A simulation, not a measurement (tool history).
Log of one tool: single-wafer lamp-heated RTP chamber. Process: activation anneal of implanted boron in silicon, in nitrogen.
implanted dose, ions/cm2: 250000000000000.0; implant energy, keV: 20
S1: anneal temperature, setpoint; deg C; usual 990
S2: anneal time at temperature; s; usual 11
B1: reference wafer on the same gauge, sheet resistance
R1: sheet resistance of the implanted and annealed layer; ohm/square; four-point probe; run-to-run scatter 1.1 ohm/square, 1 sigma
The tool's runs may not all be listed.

{"run": 1, "day": 0.0, "S1": 990, "S2": 11, "B1": 388.77, "R1": 395.94}
{"run": 2, "day": 1.425, "S1": 990, "S2": 11, "B1": 388.38, "R1": 394.9}
{"run": 3, "day": 4.154, "S1": 990, "S2": 11, "B1": 388.89, "R1": 396.12}
{"run": 4, "day": 6.304, "S1": 1000, "S2": 9, "B1": 389.09, "R1": 393.88}
{"run": 5, "day": 8.642, "S1": 990, "S2": 11, "B1": 388.62, "R1": 394.56}
{"run": 6, "day": 11.167, "S1": 990, "S2": 11, "B1": 389.09, "R1": 393.62}
{"run": 7, "day": 13.275, "S1": 990, "S2": 11, "B1": 388.63, "R1": 395.69}
{"run": 8, "day": 15.871, "S1": 990, "S2": 11, "B1": 388.93, "R1": 397.67}
{"run": 9, "day": 18.275, "S1": 990, "S2": 11, "B1": 388.66, "R1": 396.38}
{"run": 10, "day": 20.258, "S1": 970, "S2": 11, "B1": 388.79, "R1": 412.51}
{"run": 11, "day": 23.504, "S1": 990, "S2": 8, "B1": 389.41, "R1": 400.55}
{"run": 12, "day": 24.317, "S1": 990, "S2": 8, "B1": 388.59, "R1": 399.4}
{"run": 13, "day": 26.446, "S1": 990, "S2": 5, "B1": 389.21, "R1": 398.51}
{"run": 14, "day": 28.208, "S1": 990, "S2": 11, "B1": 388.96, "R1": 395.31}
{"run": 15, "day": 30.729, "S1": 1007, "S2": 11, "B1": 389.15, "R1": 387.32}
{"run": 16, "day": 32.529, "S1": 974, "S2": 11, "B1": 389.46, "R1": 403.58}
{"run": 17, "day": 34.188, "S1": 965, "S2": 6, "B1": 388.89, "R1": 418.48}
{"run": 18, "day": 35.829, "S1": 966, "S2": 16, "B1": 388.86, "R1": 407.35}
{"run": 19, "day": 38.625, "S1": 1018, "S2": 16, "B1": 388.79, "R1": 388.42}
{"run": 20, "day": 39.912, "S1": 961, "S2": 9, "B1": 388.92, "R1": 417.25}
{"run": 21, "day": 42.212, "S1": 990, "S2": 11, "B1": 389.29, "R1": 391.65}
{"run": 22, "day": 43.721, "S1": 963, "S2": 14, "B1": 388.72, "R1": 425.42}
{"run": 23, "day": 46.458, "S1": 1018, "S2": 8, "B1": 389.12, "R1": 388.62}
{"run": 24, "day": 49.254, "S1": 990, "S2": 11, "B1": 388.89, "R1": 397.18}
{"run": 25, "day": 51.562, "S1": 961, "S2": 5, "B1": 388.76, "R1": 435.04}
{"run": 26, "day": 53.842, "S1": 1015, "S2": 11, "B1": 388.75, "R1": 389.79}
{"run": 27, "day": 55.079, "S1": 1020, "S2": 17, "B1": 389.15, "R1": 388.99}
{"run": 28, "day": 56.204, "S1": 990, "S2": 11, "B1": 388.85, "R1": 394.35}
{"run": 29, "day": 58.738, "S1": 1011, "S2": 11, "B1": 389.26, "R1": 388.82}
{"run": 30, "day": 60.054, "S1": 990, "S2": 11, "B1": 389.56, "R1": 394.77}
{"run": 31, "day": 61.858, "S1": 990, "S2": 11, "B1": 388.94, "R1": 391.28}
{"run": 32, "day": 64.571, "S1": 990, "S2": 11, "B1": 389.07, "R1": 394.14}
{"run": 33, "day": 66.842, "S1": 998, "S2": 5, "B1": 389.28, "R1": 390.18}
{"run": 34, "day": 68.479, "S1": 1018, "S2": 17, "B1": 389.12, "R1": 388.71}
{"run": 35, "day": 70.492, "S1": 990, "S2": 11, "B1": 388.66, "R1": 394.89}
{"run": 36, "day": 73.221, "S1": 972, "S2": 15, "B1": 389.31, "R1": 413.03}
{"run": 37, "day": 75.917, "S1": 1008, "S2": 14, "B1": 388.88, "R1": 388.78}

Put back what was entered between runs (8 entries, withheld): which listed runs does each sit between, and how does the hidden state differ from the listed run before to the listed run after?
Runs 3 to 4: pyrometer window cleaned and pyrometer calibrated (day 5.808)
  true wafer temperature minus pyrometer reading, K: 7.07 -> 0.766; wafer temperature error from the tarnished reflector plate, K: 3.53 -> 4.23
  measured result minus the result with no hidden state, R1: -6.65 -> -2.23 ohm/square
Runs 7 to 8: reflector plate cleaned (day 15.688)
  true wafer temperature minus pyrometer reading, K: 5.06 -> 5.8; wafer temperature error from the tarnished reflector plate, K: 6.51 -> 1.29
  measured result minus the result with no hidden state, R1: -7.09 -> -4.84 ohm/square
Runs 10 to 11: pyrometer window cleaned and pyrometer calibrated (day 23.483)
  true wafer temperature minus pyrometer reading, K: 6.55 -> 0.244; wafer temperature error from the tarnished reflector plate, K: 2.72 -> 3.78
  measured result minus the result with no hidden state, R1: -15.17 -> -3.21 ohm/square
Runs 17 to 18: gauge calibrated (day 35.121)
  true wafer temperature minus pyrometer reading, K: 5.91 -> 6.22; wafer temperature error from the tarnished reflector plate, K: 7.26 -> 7.8
  measured result minus the result with no hidden state, R1: -25.53 -> -22.53 ohm/square
Runs 21 to 22: reflector plate cleaned (day 43.700)
  true wafer temperature minus pyrometer reading, K: 6.9 -> 6.99; wafer temperature error from the tarnished reflector plate, K: 9.88 -> 0.304
  measured result minus the result with no hidden state, R1: -9.02 -> -15.90 ohm/square
Runs 22 to 23: pyrometer window cleaned and pyrometer calibrated (day 45.525)
  true wafer temperature minus pyrometer reading, K: 6.99 -> 1.33; wafer temperature error from the tarnished reflector plate, K: 0.304 -> 1.2
  measured result minus the result with no hidden state, R1: -15.90 -> -0.44 ohm/square
Runs 33 to 34: pyrometer window cleaned and pyrometer calibrated (day 68.258)
  true wafer temperature minus pyrometer reading, K: 7.22 -> 0.26; wafer temperature error from the tarnished reflector plate, K: 7.85 -> 8.38
  measured result minus the result with no hidden state, R1: -6.64 -> -0.96 ohm/square
Runs 35 to 36: reflector plate cleaned (day 71.075)
  true wafer temperature minus pyrometer reading, K: 2.06 -> 3.77; wafer temperature error from the tarnished reflector plate, K: 9.04 -> 1.92
  measured result minus the result with no hidden state, R1: -6.86 -> -8.53 ohm/square

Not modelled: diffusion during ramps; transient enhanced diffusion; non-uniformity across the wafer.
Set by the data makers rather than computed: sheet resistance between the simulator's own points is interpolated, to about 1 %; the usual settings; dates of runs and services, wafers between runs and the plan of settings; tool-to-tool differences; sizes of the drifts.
